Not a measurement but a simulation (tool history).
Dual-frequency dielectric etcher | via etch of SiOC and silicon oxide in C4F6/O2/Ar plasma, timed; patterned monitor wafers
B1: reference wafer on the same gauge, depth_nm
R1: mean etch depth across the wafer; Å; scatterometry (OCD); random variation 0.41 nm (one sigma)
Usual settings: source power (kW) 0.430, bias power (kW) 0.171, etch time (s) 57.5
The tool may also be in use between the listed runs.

{"run": 1, "hour": 0.0, "source power (kW)": 0.43, "bias power (kW)": 0.171, "etch time (s)": 57.5, "B1": 84.0, "R1": 747}
{"run": 2, "hour": 43.8, "source power (kW)": 0.43, "bias power (kW)": 0.171, "etch time (s)": 57.5, "B1": 84.1, "R1": 747}
{"run": 3, "hour": 59.9, "source power (kW)": 0.43, "bias power (kW)": 0.171, "etch time (s)": 57.5, "B1": 84.0, "R1": 747}
{"run": 4, "hour": 70.5, "source power (kW)": 0.43, "bias power (kW)": 0.171, "etch time (s)": 57.5, "B1": 83.9, "R1": 750}
{"run": 5, "hour": 77.1, "source power (kW)": 0.43, "bias power (kW)": 0.171, "etch time (s)": 57.5, "B1": 83.9, "R1": 751}
{"run": 6, "hour": 91.2, "source power (kW)": 0.43, "bias power (kW)": 0.171, "etch time (s)": 57.5, "B1": 84.0, "R1": 749}
{"run": 7, "hour": 97.3, "source power (kW)": 0.43, "bias power (kW)": 0.171, "etch time (s)": 57.5, "B1": 84.1, "R1": 753}
{"run": 8, "hour": 114.7, "source power (kW)": 0.43, "bias power (kW)": 0.171, "etch time (s)": 57.5, "B1": 84.1, "R1": 745}
{"hour": 151.1, "done": "upper electrode replaced"}
{"run": 9, "hour": 151.6, "source power (kW)": 0.43, "bias power (kW)": 0.171, "etch time (s)": 57.5, "B1": 84.0, "R1": 756}
{"run": 10, "hour": 151.9, "source power (kW)": 0.43, "bias power (kW)": 0.171, "etch time (s)": 57.5, "B1": 84.1, "R1": 756}
{"run": 11, "hour": 152.3, "source power (kW)": 0.43, "bias power (kW)": 0.171, "etch time (s)": 57.5, "B1": 84.0, "R1": 754}
{"run": 12, "hour": 155.8, "source power (kW)": 0.43, "bias power (kW)": 0.171, "etch time (s)": 57.5, "B1": 84.0, "R1": 749}
{"hour": 169.5, "done": "bias power generator calibrated"}
{"run": 13, "hour": 170.2, "source power (kW)": 0.46, "bias power (kW)": 0.155, "etch time (s)": 57.5, "B1": 84.0, "R1": 746}
{"run": 14, "hour": 179.6, "source power (kW)": 0.43, "bias power (kW)": 0.171, "etch time (s)": 57.5, "B1": 84.1, "R1": 762}
{"run": 15, "hour": 189.7, "source power (kW)": 0.43, "bias power (kW)": 0.171, "etch time (s)": 57.5, "B1": 83.9, "R1": 765}
{"run": 16, "hour": 202.1, "source power (kW)": 0.32, "bias power (kW)": 0.171, "etch time (s)": 57.5, "B1": 84.0, "R1": 660}
{"run": 17, "hour": 216.9, "source power (kW)": 0.47, "bias power (kW)": 0.134, "etch time (s)": 74.5, "B1": 83.9, "R1": 904}
{"hour": 228.1, "done": "source power generator calibrated"}
{"run": 18, "hour": 228.6, "source power (kW)": 0.43, "bias power (kW)": 0.171, "etch time (s)": 57.5, "B1": 84.1, "R1": 769}

The next listed run, before its measurement:
{"run": 19, "hour": 236.3, "source power (kW)": 0.4, "bias power (kW)": 0.132, "etch time (s)": 57.5, "B1": "?", "R1": "?"}

Run 19 gave B1 84.1, R1 645 Å.
Without the tool's hidden state the same run would have given R1 612 Å.
